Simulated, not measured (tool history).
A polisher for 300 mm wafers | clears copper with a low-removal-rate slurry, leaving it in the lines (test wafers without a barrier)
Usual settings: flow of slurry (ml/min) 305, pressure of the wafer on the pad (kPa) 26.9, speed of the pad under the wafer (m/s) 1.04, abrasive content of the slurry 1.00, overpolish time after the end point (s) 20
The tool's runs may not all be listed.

| run | hour | flow of slurry (ml/min) | pressure of the wafer on the pad (kPa) | speed of the pad under the wafer (m/s) | abrasive content of the slurry | overpolish time after the end point (s) | wafers since the last listed run | wafers polished on this pad | hours since the slurry nozzle was cleaned | hours since the head pressure was calibrated | hours since the slurry blender was calibrated | incoming thickness of the incoming film, nm | time until the end point was called (s) | dishing of a wide line in a test structure (Å) |
|---|---|---|---|---|---|---|---|---|---|---|---|---|---|---|
| 1 | 0.0 | 305 | 26.9 | 1.04 | 1.00 | 20 | 0 | 377 | 279.6 | 408.5 | 79.6 | 604.1 | 161.8 | 527 |
|  | 16.4 | worn pad replaced by a new one |
| 2 | 16.9 | 305 | 26.9 | 1.04 | 1.00 | 20 | 84 | 3 | 296.5 | 425.4 | 96.5 | 613.7 | 161.6 | 542 |
| 3 | 23.1 | 235 | 30.3 | 1.04 | 1.00 | 20 | 40 | 43 | 302.7 | 431.6 | 102.7 | 615.9 | 147.2 | 593 |
| 4 | 35.4 | 255 | 26.9 | 1.04 | 1.00 | 20 | 80 | 123 | 315.0 | 443.9 | 115.0 | 615.8 | 160.5 | 525 |
| 5 | 44.0 | 255 | 26.9 | 1.04 | 1.00 | 20 | 56 | 180 | 323.6 | 452.5 | 123.6 | 613.5 | 167.9 | 530 |
| 6 | 51.3 | 305 | 26.9 | 1.04 | 1.00 | 20 | 47 | 227 | 330.9 | 459.8 | 130.9 | 612.2 | 159.9 | 563 |
| 7 | 66.6 | 305 | 26.9 | 1.04 | 1.00 | 20 | 99 | 327 | 346.2 | 475.1 | 146.2 | 613.7 | 159.2 | 542 |
| 8 | 82.6 | 375 | 26.9 | 1.04 | 1.00 | 20 | 104 | 431 | 362.2 | 491.1 | 162.2 | 619.2 | 172.1 | 529 |
| 9 | 89.1 | 305 | 26.9 | 1.04 | 1.00 | 20 | 42 | 474 | 368.7 | 497.6 | 168.7 | 605.4 | 166.5 | 524 |
|  | 93.7 | slurry nozzle cleaned |
|  | 95.3 | head pressure recalibrated |
| 10 | 101.7 | 345 | 26.9 | 1.04 | 1.00 | 20 | 65 | 539 | 8.0 | 6.4 | 181.3 | 622.5 | 177.1 | 517 |
|  | 107.1 | worn pad replaced by a new one |
| 11 | 108.0 | 305 | 31.0 | 1.04 | 1.10 | 13 | 15 | 5 | 14.3 | 12.7 | 187.6 | 626.9 | 168.4 | 383 |
|  | 123.9 | slurry blender recalibrated |
| 12 | 124.6 | 205 | 26.9 | 0.80 | 1.00 | 29 | 95 | 101 | 30.9 | 29.3 | 0.7 | 620.9 | 258.7 | 508 |
|  | 143.3 | worn pad replaced by a new one, repeated, since the last time left the tool worse |
| 13 | 143.8 | 355 | 26.9 | 1.04 | 1.15 | 26 | 99 | 3 | 50.1 | 48.5 | 19.9 | 607.7 | 151.3 | 718 |
| 14 | 152.9 | 270 | 26.9 | 1.04 | 1.00 | 20 | 59 | 62 | 59.2 | 57.6 | 29.0 | 615.5 | 169.4 | 562 |
| 15 | 163.5 | 305 | 26.9 | 1.04 | 1.00 | 20 | 69 | 132 | 69.8 | 68.2 | 39.6 | 612.6 | 158.2 | 542 |
| 16 | 171.7 | 305 | 26.9 | 1.30 | 1.00 | 20 | 53 | 185 | 78.0 | 76.4 | 47.8 | 623.7 | 131.5 | 656 |
| 17 | 185.8 | 270 | 26.9 | 1.04 | 1.00 | 20 | 92 | 277 | 92.1 | 90.5 | 61.9 | 617.2 | 165.2 | 528 |

Measured less the same run without the tool's hidden state. The same run-to-run variation is in both; the gauge's scatter may not be:
The hidden state here: removal rate lost through wear of the pad, %; slurry flow missing at the pad, %; deviation of the head's pressure from its setpoint, %; abrasive missing from the slurry, %.
| run | time until the end point was called (s) | dishing of a wide line in a test structure (Å) |
|---|---|---|
| 1 | +6.4 | -19 |
| 2 | +2.0 | -6 |
| 3 | +1.9 | -7 |
| 4 | +2.6 | -7 |
| 5 | +3.4 | -9 |
| 6 | +4.0 | -12 |
| 7 | +6.0 | -18 |
| 8 | +9.7 | -27 |
| 9 | +10.9 | -32 |
| 10 | +15.1 | -42 |
| 11 | +24.1 | -57 |
| 12 | +37.8 | -74 |
| 13 | +0.4 | -1 |
| 14 | +0.7 | -2 |
| 15 | +1.1 | -4 |
| 16 | +1.5 | -6 |
| 17 | +3.5 | -10 |
